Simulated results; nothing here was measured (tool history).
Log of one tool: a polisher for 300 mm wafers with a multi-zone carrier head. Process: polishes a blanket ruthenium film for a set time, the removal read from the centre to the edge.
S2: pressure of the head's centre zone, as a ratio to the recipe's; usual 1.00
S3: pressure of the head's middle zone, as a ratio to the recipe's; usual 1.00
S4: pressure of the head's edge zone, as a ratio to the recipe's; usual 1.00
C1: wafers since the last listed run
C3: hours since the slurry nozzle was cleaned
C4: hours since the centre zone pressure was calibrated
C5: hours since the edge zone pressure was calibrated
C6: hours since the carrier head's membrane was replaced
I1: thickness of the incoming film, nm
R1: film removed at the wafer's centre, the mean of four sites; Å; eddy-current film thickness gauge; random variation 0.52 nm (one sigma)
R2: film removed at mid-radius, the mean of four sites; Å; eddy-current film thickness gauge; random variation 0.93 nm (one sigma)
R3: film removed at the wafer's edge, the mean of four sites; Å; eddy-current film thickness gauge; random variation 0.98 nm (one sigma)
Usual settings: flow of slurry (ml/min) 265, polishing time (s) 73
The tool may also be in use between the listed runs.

{"run": 1, "hour": 0.0, "flow of slurry (ml/min)": 235, "S2": 1.0, "S3": 0.9, "S4": 0.88, "polishing time (s)": 73, "C1": 0, "wafers polished on this pad": 1016, "C3": 450.5, "C4": 31.6, "C5": 51.8, "C6": 462.7, "I1": 506.3, "R1": 734, "R2": 675, "R3": 690}
{"run": 2, "hour": 31.8, "flow of slurry (ml/min)": 310, "S2": 1.0, "S3": 0.9, "S4": 1.1, "polishing time (s)": 66, "C1": 305, "wafers polished on this pad": 1322, "C3": 482.3, "C4": 63.4, "C5": 83.6, "C6": 494.5, "I1": 500.2, "R1": 699, "R2": 628, "R3": 733}
{"run": 3, "hour": 60.0, "flow of slurry (ml/min)": 265, "S2": 1.06, "S3": 0.93, "S4": 1.0, "polishing time (s)": 73, "C1": 270, "wafers polished on this pad": 1593, "C3": 510.5, "C4": 91.6, "C5": 111.8, "C6": 522.7, "I1": 504.5, "R1": 799, "R2": 687, "R3": 753}
{"run": 4, "hour": 85.1, "flow of slurry (ml/min)": 310, "S2": 0.91, "S3": 0.92, "S4": 1.0, "polishing time (s)": 96, "C1": 241, "wafers polished on this pad": 1834, "C3": 535.6, "C4": 116.7, "C5": 136.9, "C6": 547.8, "I1": 498.8, "R1": 911, "R2": 953, "R3": 1018}
{"run": 5, "hour": 103.2, "flow of slurry (ml/min)": 235, "S2": 1.0, "S3": 1.0, "S4": 1.09, "polishing time (s)": 73, "C1": 173, "wafers polished on this pad": 2008, "C3": 553.7, "C4": 134.8, "C5": 155.0, "C6": 565.9, "I1": 499.8, "R1": 733, "R2": 735, "R3": 761}
{"run": 6, "hour": 137.4, "flow of slurry (ml/min)": 265, "S2": 1.0, "S3": 1.0, "S4": 1.0, "polishing time (s)": 73, "C1": 328, "wafers polished on this pad": 2336, "C3": 587.9, "C4": 169.0, "C5": 189.2, "C6": 600.1, "I1": 494.3, "R1": 754, "R2": 748, "R3": 744}
{"run": 7, "hour": 160.9, "flow of slurry (ml/min)": 265, "S2": 1.0, "S3": 1.0, "S4": 1.0, "polishing time (s)": 73, "C1": 225, "wafers polished on this pad": 2562, "C3": 611.4, "C4": 192.5, "C5": 212.7, "C6": 623.6, "I1": 503.4, "R1": 750, "R2": 745, "R3": 755}
{"hour": 169.0, "done": "slurry nozzle cleaned"}
{"run": 8, "hour": 176.9, "flow of slurry (ml/min)": 265, "S2": 1.0, "S3": 1.09, "S4": 1.08, "polishing time (s)": 93, "C1": 144, "wafers polished on this pad": 2706, "C3": 7.9, "C4": 208.5, "C5": 228.7, "C6": 639.6, "I1": 500.1, "R1": 897, "R2": 984, "R3": 955}
{"hour": 187.4, "done": "carrier head's membrane replaced by a new one"}
{"hour": 189.8, "done": "worn pad replaced by a new one"}
{"run": 9, "hour": 205.7, "flow of slurry (ml/min)": 265, "S2": 1.0, "S3": 1.0, "S4": 1.0, "polishing time (s)": 73, "C1": 206, "wafers polished on this pad": 152, "C3": 36.7, "C4": 237.3, "C5": 257.5, "C6": 18.3, "I1": 502.5, "R1": 696, "R2": 695, "R3": 715}
{"run": 10, "hour": 226.9, "flow of slurry (ml/min)": 265, "S2": 1.0, "S3": 1.0, "S4": 1.0, "polishing time (s)": 73, "C1": 203, "wafers polished on this pad": 356, "C3": 57.9, "C4": 258.5, "C5": 278.7, "C6": 39.5, "I1": 495.4, "R1": 696, "R2": 695, "R3": 705}
{"run": 11, "hour": 258.3, "flow of slurry (ml/min)": 265, "S2": 1.05, "S3": 1.0, "S4": 1.0, "polishing time (s)": 73, "C1": 301, "wafers polished on this pad": 658, "C3": 89.3, "C4": 289.9, "C5": 310.1, "C6": 70.9, "I1": 500.6, "R1": 719, "R2": 704, "R3": 698}
{"run": 12, "hour": 354.7, "flow of slurry (ml/min)": 265, "S2": 1.0, "S3": 1.0, "S4": 1.0, "polishing time (s)": 73, "C1": 926, "wafers polished on this pad": 1584, "C3": 185.7, "C4": 386.3, "C5": 406.5, "C6": 167.3, "I1": 498.1, "R1": 665, "R2": 667, "R3": 685}
{"hour": 391.1, "done": "slurry nozzle cleaned, repeated, since the last time left the tool worse"}
{"run": 13, "hour": 449.4, "flow of slurry (ml/min)": 265, "S2": 1.0, "S3": 1.0, "S4": 1.0, "polishing time (s)": 73, "C1": 900, "wafers polished on this pad": 2484, "C3": 58.3, "C4": 481.0, "C5": 501.2, "C6": 262.0, "I1": 505.6, "R1": 772, "R2": 762, "R3": 756}
{"hour": 457.0, "done": "worn pad replaced by a new one"}
{"run": 14, "hour": 481.2, "flow of slurry (ml/min)": 265, "S2": 1.0, "S3": 1.12, "S4": 1.0, "polishing time (s)": 73, "C1": 267, "wafers polished on this pad": 232, "C3": 90.1, "C4": 512.8, "C5": 533.0, "C6": 293.8, "I1": 505.7, "R1": 759, "R2": 815, "R3": 750}
{"run": 15, "hour": 505.4, "flow of slurry (ml/min)": 235, "S2": 1.0, "S3": 0.94, "S4": 1.1, "polishing time (s)": 73, "C1": 232, "wafers polished on this pad": 464, "C3": 114.3, "C4": 537.0, "C5": 557.2, "C6": 318.0, "I1": 499.8, "R1": 750, "R2": 723, "R3": 786}
{"run": 16, "hour": 530.8, "flow of slurry (ml/min)": 195, "S2": 1.0, "S3": 0.95, "S4": 1.0, "polishing time (s)": 73, "C1": 244, "wafers polished on this pad": 708, "C3": 139.7, "C4": 562.4, "C5": 582.6, "C6": 343.4, "I1": 496.3, "R1": 727, "R2": 687, "R3": 749}
{"run": 17, "hour": 566.0, "flow of slurry (ml/min)": 265, "S2": 1.0, "S3": 1.0, "S4": 1.0, "polishing time (s)": 73, "C1": 338, "wafers polished on this pad": 1047, "C3": 174.9, "C4": 597.6, "C5": 617.8, "C6": 378.6, "I1": 503.8, "R1": 764, "R2": 766, "R3": 769}
{"run": 18, "hour": 598.8, "flow of slurry (ml/min)": 265, "S2": 1.0, "S3": 1.07, "S4": 1.0, "polishing time (s)": 81, "C1": 315, "wafers polished on this pad": 1362, "C3": 207.7, "C4": 630.4, "C5": 650.6, "C6": 411.4, "I1": 503.2, "R1": 847, "R2": 903, "R3": 818}
{"run": 19, "hour": 615.9, "flow of slurry (ml/min)": 220, "S2": 1.0, "S3": 0.93, "S4": 1.07, "polishing time (s)": 55, "C1": 164, "wafers polished on this pad": 1526, "C3": 224.8, "C4": 647.5, "C5": 667.7, "C6": 428.5, "I1": 505.5, "R1": 560, "R2": 517, "R3": 579}
{"run": 20, "hour": 627.9, "flow of slurry (ml/min)": 215, "S2": 1.04, "S3": 1.11, "S4": 1.0, "polishing time (s)": 73, "C1": 115, "wafers polished on this pad": 1641, "C3": 236.8, "C4": 659.5, "C5": 679.7, "C6": 440.5, "I1": 497.3, "R1": 764, "R2": 797, "R3": 736}
{"run": 21, "hour": 653.9, "flow of slurry (ml/min)": 265, "S2": 1.0, "S3": 1.0, "S4": 1.0, "polishing time (s)": 73, "C1": 249, "wafers polished on this pad": 1891, "C3": 262.8, "C4": 685.5, "C5": 705.7, "C6": 466.5, "I1": 500.8, "R1": 760, "R2": 731, "R3": 746}
{"hour": 670.3, "done": "edge zone pressure recalibrated"}
{"run": 22, "hour": 672.9, "flow of slurry (ml/min)": 265, "S2": 0.89, "S3": 1.0, "S4": 1.11, "polishing time (s)": 73, "C1": 163, "wafers polished on this pad": 2055, "C3": 281.8, "C4": 704.5, "C5": 2.6, "C6": 485.5, "I1": 497.8, "R1": 675, "R2": 758, "R3": 799}

The tool's hidden state at each run:
removal rate lost through wear of the pad, %: 0 in every run
deviation of the centre zone's pressure from its setpoint, %: 0 in every run
deviation of the edge zone's pressure from its setpoint, %: 0 in every run
H1: slurry flow missing at the pad, %
run=1 H1=19.5
run=2 H1=19.8
run=3 H1=20.1
run=4 H1=20.4
run=5 H1=20.5
run=6 H1=20.8
run=7 H1=21
run=8 H1=39.9
run=9 H1=42.3
run=10 H1=43.9
run=11 H1=45.9
run=12 H1=50.8
run=13 H1=6.1
run=14 H1=8.2
run=15 H1=9.62
run=16 H1=11
run=17 H1=12.6
run=18 H1=13.9
run=19 H1=14.5
run=20 H1=14.9
run=21 H1=15.7
run=22 H1=16.3
